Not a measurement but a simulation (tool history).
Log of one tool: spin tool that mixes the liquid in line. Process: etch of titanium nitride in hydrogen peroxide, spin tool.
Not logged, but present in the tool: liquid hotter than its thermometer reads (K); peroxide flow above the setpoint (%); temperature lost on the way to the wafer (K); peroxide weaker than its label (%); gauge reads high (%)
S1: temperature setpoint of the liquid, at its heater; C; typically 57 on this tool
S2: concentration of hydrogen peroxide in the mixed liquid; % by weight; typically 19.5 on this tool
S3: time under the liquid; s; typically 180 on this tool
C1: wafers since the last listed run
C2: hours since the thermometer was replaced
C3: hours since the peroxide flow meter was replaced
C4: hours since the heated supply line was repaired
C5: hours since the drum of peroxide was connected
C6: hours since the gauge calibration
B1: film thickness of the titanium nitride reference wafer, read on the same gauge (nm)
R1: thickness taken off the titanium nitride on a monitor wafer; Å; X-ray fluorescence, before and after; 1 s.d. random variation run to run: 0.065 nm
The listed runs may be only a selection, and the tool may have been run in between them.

run   hour    S1    S2   S3   C1      C2      C3     C4     C5     C6     B1     R1
  1      0    57  19.5  180    0  2673.5  1420.4  799.3  248.2   63.8  29.99    225
  2   11.4    57  19.5  180  103  2684.9  1431.8  810.7  259.6   75.2  30.01  224.1
  3   27.2    57  19.5  180  143  2700.7  1447.6  826.5  275.4     91  30.05  224.4
  4   36.4    57  19.5  180   83  2709.9  1456.8  835.7  284.6  100.2  29.96  225.6
  5   48.6    57  19.5  180  110  2722.1    1469  847.9  296.8  112.4  30.03  223.7
  6   58.4    57  19.5  265   88  2731.9  1478.8  857.7  306.6  122.2     30  330.9
  7   75.1    57  19.5  265  151  2748.6  1495.5  874.4  323.3  138.9  30.03  327.9
  8   85.4    57  19.5  265   93  2758.9  1505.8  884.7  333.6  149.2  30.03  332.7
  9   97.4    57  19.5  180  108  2770.9  1517.8  896.7  345.6  161.2  29.99  224.6
 10  109.6    57    23  180  110  2783.1    1530  908.9  357.8  173.4  29.97  233.3
 11  116.3    57    23  180   60  2789.8  1536.7  915.6  364.5  180.1  29.95    233
 12  123.1    57  19.5  180   61  2796.6  1543.5  922.4  371.3  186.9  29.99  225.3
     124.9  -- heated supply line repaired
     126.1  -- gauge calibrated
 13  130.4    57  19.5  180   57  2803.9  1550.8    5.5  378.6    4.3  30.01  226.5
     146.4  -- thermometer replaced
 14  146.7    53  19.5  280  138     0.3  1567.1   21.8  394.9   20.6  30.01  217.5
     158.8  -- new drum of peroxide connected
 15  160.4    52  15.5  130  115      14  1580.8   35.5    1.6   34.3  29.99   90.8
 16  170.6    61    14  180   92    24.2    1591   45.7   11.8   44.5     30  231.3
 17  183.4  53.5    21  180  115      37  1603.8   58.5   24.6   57.3  30.03  149.9
     193.1  -- peroxide flow meter replaced
 18  194.6  63.5  19.5  180   92    48.2     1.5   69.7   35.8   68.5  30.01  294.7
 19  201.8    57    18  270   65    55.4     8.7   76.9     43   75.7  29.99  277.1
 20  209.7    57    16  120   71    63.3    16.6   84.8   50.9   83.6  30.03  120.5
 21  227.6    57  19.5  180  162    81.2    34.5  102.7   68.8  101.5     30  189.7
 22  242.9    57  19.5  180  138    96.5    49.8    118   84.1  116.8     30  188.8
 23  251.6    52  19.5  180   78   105.2    58.5  126.7   92.8  125.5     30  132.4

Here are 4 independent what-if runs from the current tool condition. What would each one return?
  A  252.1    57  25.5  180   4  105.7  59  127.2  93.3  126   ?   ?
  B  252.1    57  21.5   75   4  105.7  59  127.2  93.3  126   ?   ?
  C  252.1  59.5  19.5  180   4  105.7  59  127.2  93.3  126   ?   ?
  D  252.1    62  14.5   75   4  105.7  59  127.2  93.3  126   ?   ?

run     B1     R1
  A  29.99  200.9
  B  29.99   80.7
  C  29.99  225.1
  D  29.99  104.3
Take away the tool's hidden state, keep each run's random variation, and the runs would have read:
run     R1
  A  198.7
  B   79.8
  C  222.6
  D  103.1

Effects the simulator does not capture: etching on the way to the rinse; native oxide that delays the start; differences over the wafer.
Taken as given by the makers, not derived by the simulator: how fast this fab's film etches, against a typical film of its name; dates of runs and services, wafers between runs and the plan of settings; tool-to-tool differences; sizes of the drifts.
